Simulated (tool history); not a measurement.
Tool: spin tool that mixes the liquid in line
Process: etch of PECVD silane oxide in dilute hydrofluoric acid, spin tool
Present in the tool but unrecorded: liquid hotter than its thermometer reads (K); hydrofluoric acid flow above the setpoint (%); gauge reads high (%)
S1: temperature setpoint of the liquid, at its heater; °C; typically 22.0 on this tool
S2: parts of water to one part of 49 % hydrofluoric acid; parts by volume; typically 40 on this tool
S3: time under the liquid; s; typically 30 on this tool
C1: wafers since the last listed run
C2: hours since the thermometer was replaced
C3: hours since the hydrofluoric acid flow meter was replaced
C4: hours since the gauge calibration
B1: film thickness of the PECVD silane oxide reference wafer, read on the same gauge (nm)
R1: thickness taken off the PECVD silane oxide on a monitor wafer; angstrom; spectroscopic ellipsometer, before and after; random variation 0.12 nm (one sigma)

run 1 hour=0.0 | S1=22.0 S2=40 S3=30 | C1=0 C2=347.2 C3=768.6 C4=892.1 | B1=140.01 | R1=296.6
run 2 hour=50.4 | S1=22.0 S2=40 S3=30 | C1=745 C2=397.6 C3=819.0 C4=942.5 | B1=139.99 | R1=295.1
-- hour=181.2 thermometer replaced
run 3 hour=223.4 | S1=22.0 S2=40 S3=30 | C1=2544 C2=42.2 C3=992.0 C4=1115.5 | B1=140.00 | R1=296.4
run 4 hour=275.3 | S1=22.0 S2=40 S3=30 | C1=767 C2=94.1 C3=1043.9 C4=1167.4 | B1=139.98 | R1=298.5
run 5 hour=328.0 | S1=22.0 S2=40 S3=30 | C1=779 C2=146.8 C3=1096.6 C4=1220.1 | B1=140.04 | R1=297.4
run 6 hour=370.8 | S1=19.0 S2=40 S3=30 | C1=633 C2=189.6 C3=1139.4 C4=1262.9 | B1=139.98 | R1=260.4
run 7 hour=405.9 | S1=19.0 S2=40 S3=30 | C1=519 C2=224.7 C3=1174.5 C4=1298.0 | B1=140.00 | R1=262.7
run 8 hour=470.2 | S1=22.0 S2=40 S3=30 | C1=951 C2=289.0 C3=1238.8 C4=1362.3 | B1=139.97 | R1=298.6
run 9 hour=500.7 | S1=22.0 S2=40 S3=30 | C1=451 C2=319.5 C3=1269.3 C4=1392.8 | B1=139.98 | R1=299.5
run 10 hour=557.9 | S1=22.0 S2=40 S3=30 | C1=846 C2=376.7 C3=1326.5 C4=1450.0 | B1=140.01 | R1=297.4
run 11 hour=590.0 | S1=20.5 S2=40 S3=30 | C1=474 C2=408.8 C3=1358.6 C4=1482.1 | B1=140.00 | R1=281.8
-- hour=629.4 thermometer replaced
run 12 hour=658.8 | S1=22.0 S2=45 S3=30 | C1=1003 C2=29.4 C3=1427.4 C4=1550.9 | B1=140.00 | R1=264.0
run 13 hour=703.6 | S1=22.0 S2=40 S3=30 | C1=662 C2=74.2 C3=1472.2 C4=1595.7 | B1=140.01 | R1=301.3
run 14 hour=769.0 | S1=22.0 S2=40 S3=30 | C1=967 C2=139.6 C3=1537.6 C4=1661.1 | B1=139.98 | R1=302.1
run 15 hour=806.6 | S1=25.5 S2=45 S3=45 | C1=556 C2=177.2 C3=1575.2 C4=1698.7 | B1=139.97 | R1=460.4
run 16 hour=866.0 | S1=22.0 S2=45 S3=20 | C1=878 C2=236.6 C3=1634.6 C4=1758.1 | B1=140.01 | R1=177.1
run 17 hour=895.6 | S1=25.5 S2=30 S3=25 | C1=437 C2=266.2 C3=1664.2 C4=1787.7 | B1=140.01 | R1=391.2
run 18 hour=940.2 | S1=24.5 S2=20 S3=30 | C1=659 C2=310.8 C3=1708.8 C4=1832.3 | B1=140.01 | R1=684.2
run 19 hour=992.5 | S1=18.5 S2=40 S3=30 | C1=773 C2=363.1 C3=1761.1 C4=1884.6 | B1=140.01 | R1=260.4

Run 20 has not been measured yet. What should we expect?
run 20 hour=1022.1 | S1=22.0 S2=40 S3=30 | C1=437 C2=392.7 C3=1790.7 C4=1914.2 | B1=? | R1=?

B1: 139.99
R1: 302.6 angstrom
Had the tool carried no hidden state, the very same run would have given R1 293.1 angstrom.

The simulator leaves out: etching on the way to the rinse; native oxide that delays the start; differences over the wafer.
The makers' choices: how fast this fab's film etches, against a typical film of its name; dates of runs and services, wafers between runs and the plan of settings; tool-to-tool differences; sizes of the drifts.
